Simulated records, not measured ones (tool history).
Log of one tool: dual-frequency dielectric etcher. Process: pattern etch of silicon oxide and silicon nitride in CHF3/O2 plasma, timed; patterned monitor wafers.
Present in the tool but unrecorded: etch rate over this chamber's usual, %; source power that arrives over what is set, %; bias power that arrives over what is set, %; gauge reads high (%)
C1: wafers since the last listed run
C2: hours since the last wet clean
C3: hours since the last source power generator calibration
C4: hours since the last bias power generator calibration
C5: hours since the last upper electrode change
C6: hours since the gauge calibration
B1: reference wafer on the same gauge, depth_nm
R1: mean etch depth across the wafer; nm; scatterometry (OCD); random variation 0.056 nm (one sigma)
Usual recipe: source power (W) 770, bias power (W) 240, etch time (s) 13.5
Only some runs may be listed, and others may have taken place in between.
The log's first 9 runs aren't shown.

{"hour": 283.0, "done": "bias power generator calibrated"}
{"hour": 286.2, "done": "gauge calibrated"}
{"run": 10, "hour": 294.3, "source power (W)": 770, "bias power (W)": 207, "etch time (s)": 13.5, "C1": 393, "C2": 145.8, "C3": 3858.7, "C4": 11.3, "C5": 5585.5, "C6": 8.1, "B1": 24.02, "R1": 20.99}
{"run": 11, "hour": 306.8, "source power (W)": 770, "bias power (W)": 240, "etch time (s)": 13.5, "C1": 219, "C2": 158.3, "C3": 3871.2, "C4": 23.8, "C5": 5598, "C6": 20.6, "B1": 24, "R1": 21.61}
{"run": 12, "hour": 324.2, "source power (W)": 770, "bias power (W)": 240, "etch time (s)": 16.5, "C1": 305, "C2": 175.7, "C3": 3888.6, "C4": 41.2, "C5": 5615.4, "C6": 38, "B1": 24, "R1": 26.39}
{"run": 13, "hour": 350.9, "source power (W)": 770, "bias power (W)": 240, "etch time (s)": 16.5, "C1": 469, "C2": 202.4, "C3": 3915.3, "C4": 67.9, "C5": 5642.1, "C6": 64.7, "B1": 24.02, "R1": 26.31}
{"run": 14, "hour": 365.5, "source power (W)": 770, "bias power (W)": 240, "etch time (s)": 13.5, "C1": 256, "C2": 217, "C3": 3929.9, "C4": 82.5, "C5": 5656.7, "C6": 79.3, "B1": 23.99, "R1": 21.63}
{"run": 15, "hour": 400.0, "source power (W)": 770, "bias power (W)": 220, "etch time (s)": 13.5, "C1": 606, "C2": 251.5, "C3": 3964.4, "C4": 117, "C5": 5691.2, "C6": 113.8, "B1": 23.99, "R1": 21.3}
{"run": 16, "hour": 434.0, "source power (W)": 700, "bias power (W)": 240, "etch time (s)": 13.5, "C1": 597, "C2": 285.5, "C3": 3998.4, "C4": 151, "C5": 5725.2, "C6": 147.8, "B1": 24.03, "R1": 21.05}
{"run": 17, "hour": 454.6, "source power (W)": 770, "bias power (W)": 240, "etch time (s)": 11, "C1": 362, "C2": 306.1, "C3": 4019, "C4": 171.6, "C5": 5745.8, "C6": 168.4, "B1": 23.99, "R1": 17.62}
{"hour": 479.1, "done": "upper electrode replaced"}
{"run": 18, "hour": 479.6, "source power (W)": 770, "bias power (W)": 187, "etch time (s)": 14.5, "C1": 17, "C2": 331.1, "C3": 4044, "C4": 196.6, "C5": 0.5, "C6": 193.4, "B1": 23.99, "R1": 22.16}
{"run": 19, "hour": 512.1, "source power (W)": 690, "bias power (W)": 215, "etch time (s)": 13.5, "C1": 571, "C2": 363.6, "C3": 4076.5, "C4": 229.1, "C5": 33, "C6": 225.9, "B1": 24, "R1": 20.48}
{"run": 20, "hour": 542.1, "source power (W)": 830, "bias power (W)": 240, "etch time (s)": 13.5, "C1": 527, "C2": 393.6, "C3": 4106.5, "C4": 259.1, "C5": 63, "C6": 255.9, "B1": 24.01, "R1": 22.03}
{"run": 21, "hour": 565.9, "source power (W)": 770, "bias power (W)": 240, "etch time (s)": 13.5, "C1": 418, "C2": 417.4, "C3": 4130.3, "C4": 282.9, "C5": 86.8, "C6": 279.7, "B1": 24, "R1": 21.64}
{"hour": 605.4, "done": "source power generator calibrated"}
{"hour": 619.6, "done": "wet clean of the chamber"}
{"run": 22, "hour": 620.1, "source power (W)": 770, "bias power (W)": 240, "etch time (s)": 13.5, "C1": 632, "C2": 0.5, "C3": 14.7, "C4": 337.1, "C5": 141, "C6": 333.9, "B1": 24.02, "R1": 21.57}
{"run": 23, "hour": 622.7, "source power (W)": 720, "bias power (W)": 272, "etch time (s)": 13.5, "C1": 45, "C2": 3.1, "C3": 17.3, "C4": 339.7, "C5": 143.6, "C6": 336.5, "B1": 24.01, "R1": 21.71}
{"run": 24, "hour": 642.5, "source power (W)": 670, "bias power (W)": 240, "etch time (s)": 17, "C1": 348, "C2": 22.9, "C3": 37.1, "C4": 359.5, "C5": 163.4, "C6": 356.3, "B1": 23.98, "R1": 26.18}
{"run": 25, "hour": 661.9, "source power (W)": 770, "bias power (W)": 240, "etch time (s)": 13.5, "C1": 341, "C2": 42.3, "C3": 56.5, "C4": 378.9, "C5": 182.8, "C6": 375.7, "B1": 23.99, "R1": 21.7}
{"run": 26, "hour": 696.3, "source power (W)": 650, "bias power (W)": 217, "etch time (s)": 10.5, "C1": 604, "C2": 76.7, "C3": 90.9, "C4": 413.3, "C5": 217.2, "C6": 410.1, "B1": 24.01, "R1": 15.64}
{"run": 27, "hour": 713.9, "source power (W)": 770, "bias power (W)": 240, "etch time (s)": 10.5, "C1": 309, "C2": 94.3, "C3": 108.5, "C4": 430.9, "C5": 234.8, "C6": 427.7, "B1": 24, "R1": 16.81}
{"run": 28, "hour": 738.0, "source power (W)": 770, "bias power (W)": 240, "etch time (s)": 13.5, "C1": 423, "C2": 118.4, "C3": 132.6, "C4": 455, "C5": 258.9, "C6": 451.8, "B1": 23.98, "R1": 21.54}
{"run": 29, "hour": 770.0, "source power (W)": 630, "bias power (W)": 268, "etch time (s)": 13.5, "C1": 562, "C2": 150.4, "C3": 164.6, "C4": 487, "C5": 290.9, "C6": 483.8, "B1": 23.98, "R1": 20.73}
{"run": 30, "hour": 784.9, "source power (W)": 920, "bias power (W)": 201, "etch time (s)": 13.5, "C1": 262, "C2": 165.3, "C3": 179.5, "C4": 501.9, "C5": 305.8, "C6": 498.7, "B1": 23.98, "R1": 22.13}

3 ways to go on from here, each from the tool as it stands after run 30. What would each give?
{"run": "A", "hour": 785.3, "source power (W)": 770, "bias power (W)": 240, "etch time (s)": 13.5, "C1": 7, "C2": 165.7, "C3": 179.9, "C4": 502.3, "C5": 306.2, "C6": 499.1, "B1": "?", "R1": "?"}
{"run": "B", "hour": 785.3, "source power (W)": 770, "bias power (W)": 240, "etch time (s)": 12, "C1": 7, "C2": 165.7, "C3": 179.9, "C4": 502.3, "C5": 306.2, "C6": 499.1, "B1": "?", "R1": "?"}
{"run": "C", "hour": 785.3, "source power (W)": 660, "bias power (W)": 240, "etch time (s)": 13.5, "C1": 7, "C2": 165.7, "C3": 179.9, "C4": 502.3, "C5": 306.2, "C6": 499.1, "B1": "?", "R1": "?"}

run=A B1=24.01 R1=21.55
run=B B1=24.01 R1=19.15
run=C B1=24.01 R1=20.56
Had the tool no hidden state, the same runs would have come out as:
run=A R1=21.55
run=B R1=19.15
run=C R1=20.56
